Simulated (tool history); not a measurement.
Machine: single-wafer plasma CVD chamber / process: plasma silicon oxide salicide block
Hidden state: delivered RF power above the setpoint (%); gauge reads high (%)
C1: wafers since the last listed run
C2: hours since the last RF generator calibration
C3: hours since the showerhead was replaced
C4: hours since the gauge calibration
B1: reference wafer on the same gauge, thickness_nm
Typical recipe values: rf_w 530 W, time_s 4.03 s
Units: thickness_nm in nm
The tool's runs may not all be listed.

{"run": 1, "hour": 0.0, "rf_w": 530, "time_s": 4.03, "C1": 0, "C2": 2126.0, "C3": 4235.4, "C4": 1527.4, "B1": 37.104, "thickness_nm": 33.311}
{"run": 2, "hour": 65.9, "rf_w": 530, "time_s": 4.03, "C1": 2327, "C2": 2191.9, "C3": 4301.3, "C4": 1593.3, "B1": 37.109, "thickness_nm": 33.375}
{"run": 3, "hour": 113.0, "rf_w": 530, "time_s": 4.03, "C1": 1663, "C2": 2239.0, "C3": 4348.4, "C4": 1640.4, "B1": 37.095, "thickness_nm": 33.4}
{"run": 4, "hour": 144.5, "rf_w": 530, "time_s": 4.03, "C1": 1112, "C2": 2270.5, "C3": 4379.9, "C4": 1671.9, "B1": 37.09, "thickness_nm": 33.345}
{"run": 5, "hour": 190.5, "rf_w": 530, "time_s": 4.25, "C1": 1624, "C2": 2316.5, "C3": 4425.9, "C4": 1717.9, "B1": 37.122, "thickness_nm": 35.259}
{"run": 6, "hour": 235.1, "rf_w": 530, "time_s": 4.25, "C1": 1575, "C2": 2361.1, "C3": 4470.5, "C4": 1762.5, "B1": 37.103, "thickness_nm": 35.255}
{"run": 7, "hour": 266.4, "rf_w": 530, "time_s": 4.25, "C1": 1105, "C2": 2392.4, "C3": 4501.8, "C4": 1793.8, "B1": 37.095, "thickness_nm": 35.232}
{"run": 8, "hour": 298.3, "rf_w": 575, "time_s": 4.03, "C1": 1126, "C2": 2424.3, "C3": 4533.7, "C4": 1825.7, "B1": 37.089, "thickness_nm": 34.289}
{"run": 9, "hour": 351.0, "rf_w": 575, "time_s": 4.03, "C1": 1861, "C2": 2477.0, "C3": 4586.4, "C4": 1878.4, "B1": 37.105, "thickness_nm": 34.432}
{"run": 10, "hour": 409.6, "rf_w": 485, "time_s": 4.03, "C1": 2069, "C2": 2535.6, "C3": 4645.0, "C4": 1937.0, "B1": 37.099, "thickness_nm": 32.42}
{"run": 11, "hour": 478.5, "rf_w": 485, "time_s": 4.03, "C1": 2433, "C2": 2604.5, "C3": 4713.9, "C4": 2005.9, "B1": 37.131, "thickness_nm": 32.327}
{"run": 12, "hour": 549.5, "rf_w": 530, "time_s": 4.03, "C1": 2507, "C2": 2675.5, "C3": 4784.9, "C4": 2076.9, "B1": 37.098, "thickness_nm": 33.469}
{"hour": 605.2, "done": "RF generator calibrated"}
{"run": 13, "hour": 705.4, "rf_w": 530, "time_s": 4.03, "C1": 5223, "C2": 100.2, "C3": 4940.8, "C4": 2232.8, "B1": 37.086, "thickness_nm": 32.831}
{"hour": 725.6, "done": "gauge calibrated"}
{"run": 14, "hour": 767.7, "rf_w": 530, "time_s": 4.03, "C1": 2200, "C2": 162.5, "C3": 5003.1, "C4": 42.1, "B1": 37.089, "thickness_nm": 32.743}
{"run": 15, "hour": 825.7, "rf_w": 530, "time_s": 3.76, "C1": 2048, "C2": 220.5, "C3": 5061.1, "C4": 100.1, "B1": 37.089, "thickness_nm": 30.548}
{"run": 16, "hour": 858.8, "rf_w": 465, "time_s": 4.03, "C1": 1169, "C2": 253.6, "C3": 5094.2, "C4": 133.2, "B1": 37.119, "thickness_nm": 31.309}
{"hour": 876.0, "done": "RF generator calibrated, repeated, since the last time left the tool worse"}
{"run": 17, "hour": 929.4, "rf_w": 465, "time_s": 4.03, "C1": 2211, "C2": 53.4, "C3": 5164.8, "C4": 203.8, "B1": 37.089, "thickness_nm": 32.377}
{"run": 18, "hour": 957.2, "rf_w": 435, "time_s": 3.27, "C1": 981, "C2": 81.2, "C3": 5192.6, "C4": 231.6, "B1": 37.118, "thickness_nm": 25.668}
{"run": 19, "hour": 1028.0, "rf_w": 570, "time_s": 4.33, "C1": 2500, "C2": 152.0, "C3": 5263.4, "C4": 302.4, "B1": 37.112, "thickness_nm": 37.365}
{"run": 20, "hour": 1096.1, "rf_w": 530, "time_s": 4.76, "C1": 2405, "C2": 220.1, "C3": 5331.5, "C4": 370.5, "B1": 37.11, "thickness_nm": 40.004}
{"run": 21, "hour": 1136.0, "rf_w": 530, "time_s": 4.03, "C1": 1409, "C2": 260.0, "C3": 5371.4, "C4": 410.4, "B1": 37.12, "thickness_nm": 33.904}
{"run": 22, "hour": 1191.8, "rf_w": 620, "time_s": 4.71, "C1": 1970, "C2": 315.8, "C3": 5427.2, "C4": 466.2, "B1": 37.087, "thickness_nm": 41.752}
{"run": 23, "hour": 1228.6, "rf_w": 495, "time_s": 4.57, "C1": 1299, "C2": 352.6, "C3": 5464.0, "C4": 503.0, "B1": 37.103, "thickness_nm": 37.286}
{"hour": 1247.6, "done": "showerhead replaced"}
{"run": 24, "hour": 1296.5, "rf_w": 585, "time_s": 4.83, "C1": 2115, "C2": 420.5, "C3": 48.9, "C4": 570.9, "B1": 37.093, "thickness_nm": 42.206}
{"run": 25, "hour": 1337.4, "rf_w": 530, "time_s": 4.68, "C1": 1444, "C2": 461.4, "C3": 89.8, "C4": 611.8, "B1": 37.126, "thickness_nm": 39.319}
{"run": 26, "hour": 1373.9, "rf_w": 495, "time_s": 4.72, "C1": 1289, "C2": 497.9, "C3": 126.3, "C4": 648.3, "B1": 37.101, "thickness_nm": 38.469}
{"run": 27, "hour": 1441.9, "rf_w": 625, "time_s": 4.45, "C1": 2401, "C2": 565.9, "C3": 194.3, "C4": 716.3, "B1": 37.096, "thickness_nm": 39.396}
{"run": 28, "hour": 1496.5, "rf_w": 530, "time_s": 4.03, "C1": 1928, "C2": 620.5, "C3": 248.9, "C4": 770.9, "B1": 37.092, "thickness_nm": 33.686}
{"run": 29, "hour": 1568.3, "rf_w": 630, "time_s": 3.41, "C1": 2536, "C2": 692.3, "C3": 320.7, "C4": 842.7, "B1": 37.11, "thickness_nm": 30.226}
{"run": 30, "hour": 1637.4, "rf_w": 445, "time_s": 4.65, "C1": 2440, "C2": 761.4, "C3": 389.8, "C4": 911.8, "B1": 37.094, "thickness_nm": 36.468}
{"run": 31, "hour": 1665.8, "rf_w": 575, "time_s": 4.7, "C1": 1003, "C2": 789.8, "C3": 418.2, "C4": 940.2, "B1": 37.095, "thickness_nm": 40.399}
{"run": 32, "hour": 1724.0, "rf_w": 595, "time_s": 3.32, "C1": 2055, "C2": 848.0, "C3": 476.4, "C4": 998.4, "B1": 37.065, "thickness_nm": 28.912}
{"run": 33, "hour": 1753.1, "rf_w": 530, "time_s": 3.71, "C1": 1027, "C2": 877.1, "C3": 505.5, "C4": 1027.5, "B1": 37.064, "thickness_nm": 30.918}
{"run": 34, "hour": 1803.6, "rf_w": 530, "time_s": 4.03, "C1": 1783, "C2": 927.6, "C3": 556.0, "C4": 1078.0, "B1": 37.097, "thickness_nm": 33.661}

Below are 4 alternative next runs, each starting from the tool's condition after run 34. Predict each:
{"run": "A", "hour": 1804.0, "rf_w": 595, "time_s": 4.03, "C1": 14, "C2": 928.0, "C3": 556.4, "C4": 1078.4, "B1": "?", "thickness_nm": "?"}
{"run": "B", "hour": 1804.0, "rf_w": 480, "time_s": 4.79, "C1": 14, "C2": 928.0, "C3": 556.4, "C4": 1078.4, "B1": "?", "thickness_nm": "?"}
{"run": "C", "hour": 1804.0, "rf_w": 425, "time_s": 3.67, "C1": 14, "C2": 928.0, "C3": 556.4, "C4": 1078.4, "B1": "?", "thickness_nm": "?"}
{"run": "D", "hour": 1804.0, "rf_w": 450, "time_s": 4.48, "C1": 14, "C2": 928.0, "C3": 556.4, "C4": 1078.4, "B1": "?", "thickness_nm": "?"}

run=A B1=37.112 thickness_nm=35.147
run=B B1=37.112 thickness_nm=38.671
run=C B1=37.112 thickness_nm=28.314
run=D B1=37.112 thickness_nm=35.314
What these runs would have given with no unlogged condition in the tool:
run=A thickness_nm=35.581
run=B thickness_nm=39.148
run=C thickness_nm=28.664
run=D thickness_nm=35.750
